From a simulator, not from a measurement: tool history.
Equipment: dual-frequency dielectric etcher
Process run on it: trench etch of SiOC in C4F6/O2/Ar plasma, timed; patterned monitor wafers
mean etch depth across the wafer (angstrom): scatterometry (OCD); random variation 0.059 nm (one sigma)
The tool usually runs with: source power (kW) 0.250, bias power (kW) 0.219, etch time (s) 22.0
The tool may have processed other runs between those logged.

run,hour,source power (kW),bias power (kW),etch time (s),"read-back reference wafer on the same gauge, depth_nm",mean etch depth across the wafer (angstrom)
1,0.0,0.280,0.219,22.0,32.00,418.8
2,14.1,0.280,0.219,22.0,31.99,418.7
3,20.7,0.280,0.219,22.0,32.00,418.9
4,28.6,0.250,0.219,22.0,32.00,400.8
5,35.0,0.240,0.177,22.0,32.01,368.8
6,47.1,0.240,0.177,22.0,31.99,368.6
7,58.1,0.240,0.177,22.0,31.98,368.3
8,74.6,0.250,0.219,22.0,31.99,402.5
# hour 82.6: gauge calibrated
# hour 121.9: wet clean of the chamber
# hour 138.0: bias power generator calibrated
# hour 145.9: upper electrode replaced
9,146.4,0.200,0.219,22.0,31.98,355.0
10,146.7,0.250,0.219,22.0,32.01,390.6
11,156.4,0.250,0.219,22.0,32.01,390.1
# hour 167.7: source power generator calibrated
12,172.5,0.250,0.219,22.0,32.00,391.2
13,184.3,0.200,0.166,26.5,31.99,393.8
14,203.1,0.310,0.165,20.5,31.99,366.2
15,209.4,0.220,0.266,22.0,32.01,397.0
16,222.0,0.250,0.254,22.0,31.99,411.8

What was the tool's hidden state at every run in the log?
source power that arrives over what is set, %: 0, the same for each run
bias power that arrives over what is set, %: 0, the same for each run
gauge reads high (%): 0, the same for each run
H1: etch rate over this chamber's usual, %
run,H1
1,2.44
2,2.55
3,2.6
4,2.66
5,2.71
6,2.8
7,2.89
8,3.01
9,0.126
10,0.128
11,0.203
12,0.326
13,0.416
14,0.56
15,0.609
16,0.705
